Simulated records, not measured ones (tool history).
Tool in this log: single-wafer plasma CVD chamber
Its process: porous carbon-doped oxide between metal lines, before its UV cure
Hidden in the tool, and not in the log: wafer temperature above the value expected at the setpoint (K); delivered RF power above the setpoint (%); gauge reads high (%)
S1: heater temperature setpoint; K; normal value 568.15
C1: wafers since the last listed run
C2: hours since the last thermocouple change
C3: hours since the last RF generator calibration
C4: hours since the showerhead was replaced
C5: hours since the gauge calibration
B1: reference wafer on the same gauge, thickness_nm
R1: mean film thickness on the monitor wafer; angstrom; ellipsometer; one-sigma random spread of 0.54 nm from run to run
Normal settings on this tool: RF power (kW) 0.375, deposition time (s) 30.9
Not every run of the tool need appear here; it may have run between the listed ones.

{"run": 1, "hour": 0.0, "S1": 568.15, "RF power (kW)": 0.375, "deposition time (s)": 26.3, "C1": 0, "C2": 824.6, "C3": 826.2, "C4": 7145.4, "C5": 669.2, "B1": 147.081, "R1": 1139.16}
{"run": 2, "hour": 199.7, "S1": 568.15, "RF power (kW)": 0.375, "deposition time (s)": 26.3, "C1": 4605, "C2": 1024.3, "C3": 1025.9, "C4": 7345.1, "C5": 868.9, "B1": 146.927, "R1": 1131.99}
{"run": 3, "hour": 228.4, "S1": 568.15, "RF power (kW)": 0.375, "deposition time (s)": 30.9, "C1": 661, "C2": 1053, "C3": 1054.6, "C4": 7373.8, "C5": 897.6, "B1": 146.997, "R1": 1317.36}
{"run": 4, "hour": 425.4, "S1": 568.15, "RF power (kW)": 0.375, "deposition time (s)": 30.9, "C1": 4542, "C2": 1250, "C3": 1251.6, "C4": 7570.8, "C5": 1094.6, "B1": 146.957, "R1": 1320.25}
{"run": 5, "hour": 484.8, "S1": 568.15, "RF power (kW)": 0.375, "deposition time (s)": 30.9, "C1": 1369, "C2": 1309.4, "C3": 1311, "C4": 7630.2, "C5": 1154, "B1": 146.76, "R1": 1317.2}
{"run": 6, "hour": 529.0, "S1": 568.15, "RF power (kW)": 0.375, "deposition time (s)": 30.9, "C1": 1019, "C2": 1353.6, "C3": 1355.2, "C4": 7674.4, "C5": 1198.2, "B1": 147.225, "R1": 1325.59}
{"run": 7, "hour": 559.3, "S1": 557.15, "RF power (kW)": 0.315, "deposition time (s)": 30.9, "C1": 698, "C2": 1383.9, "C3": 1385.5, "C4": 7704.7, "C5": 1228.5, "B1": 146.979, "R1": 1316.89}
{"hour": 566.8, "done": "gauge calibrated"}
{"hour": 571.4, "done": "RF generator calibrated"}
{"hour": 615.3, "done": "showerhead replaced"}
{"run": 8, "hour": 631.0, "S1": 568.15, "RF power (kW)": 0.375, "deposition time (s)": 26.3, "C1": 1284, "C2": 1455.6, "C3": 59.6, "C4": 15.7, "C5": 64.2, "B1": 146.999, "R1": 1138.49}
{"hour": 716.3, "done": "thermocouple changed; heater temperature recalibrated"}
{"run": 9, "hour": 738.3, "S1": 568.15, "RF power (kW)": 0.375, "deposition time (s)": 30.9, "C1": 2289, "C2": 22, "C3": 166.9, "C4": 123, "C5": 171.5, "B1": 147.031, "R1": 1318.86}
{"run": 10, "hour": 806.9, "S1": 568.15, "RF power (kW)": 0.31, "deposition time (s)": 30.9, "C1": 1581, "C2": 90.6, "C3": 235.5, "C4": 191.6, "C5": 240.1, "B1": 146.928, "R1": 1198.14}
{"run": 11, "hour": 848.9, "S1": 568.15, "RF power (kW)": 0.355, "deposition time (s)": 30.9, "C1": 968, "C2": 132.6, "C3": 277.5, "C4": 233.6, "C5": 282.1, "B1": 147.046, "R1": 1280.63}
{"run": 12, "hour": 881.9, "S1": 555.15, "RF power (kW)": 0.345, "deposition time (s)": 29, "C1": 760, "C2": 165.6, "C3": 310.5, "C4": 266.6, "C5": 315.1, "B1": 146.953, "R1": 1305.65}
{"run": 13, "hour": 917.6, "S1": 568.15, "RF power (kW)": 0.375, "deposition time (s)": 26.9, "C1": 823, "C2": 201.3, "C3": 346.2, "C4": 302.3, "C5": 350.8, "B1": 147.077, "R1": 1151.05}
{"run": 14, "hour": 978.9, "S1": 568.15, "RF power (kW)": 0.31, "deposition time (s)": 32.8, "C1": 1413, "C2": 262.6, "C3": 407.5, "C4": 363.6, "C5": 412.1, "B1": 147.102, "R1": 1278.33}
{"run": 15, "hour": 1011.8, "S1": 568.15, "RF power (kW)": 0.375, "deposition time (s)": 26.3, "C1": 758, "C2": 295.5, "C3": 440.4, "C4": 396.5, "C5": 445, "B1": 146.996, "R1": 1130.63}

Give the tool's hidden conditions for every run:
wafer temperature above the value expected at the setpoint (K): 0 on each run
delivered RF power above the setpoint (%): 0 on each run
gauge reads high (%): 0 on each run

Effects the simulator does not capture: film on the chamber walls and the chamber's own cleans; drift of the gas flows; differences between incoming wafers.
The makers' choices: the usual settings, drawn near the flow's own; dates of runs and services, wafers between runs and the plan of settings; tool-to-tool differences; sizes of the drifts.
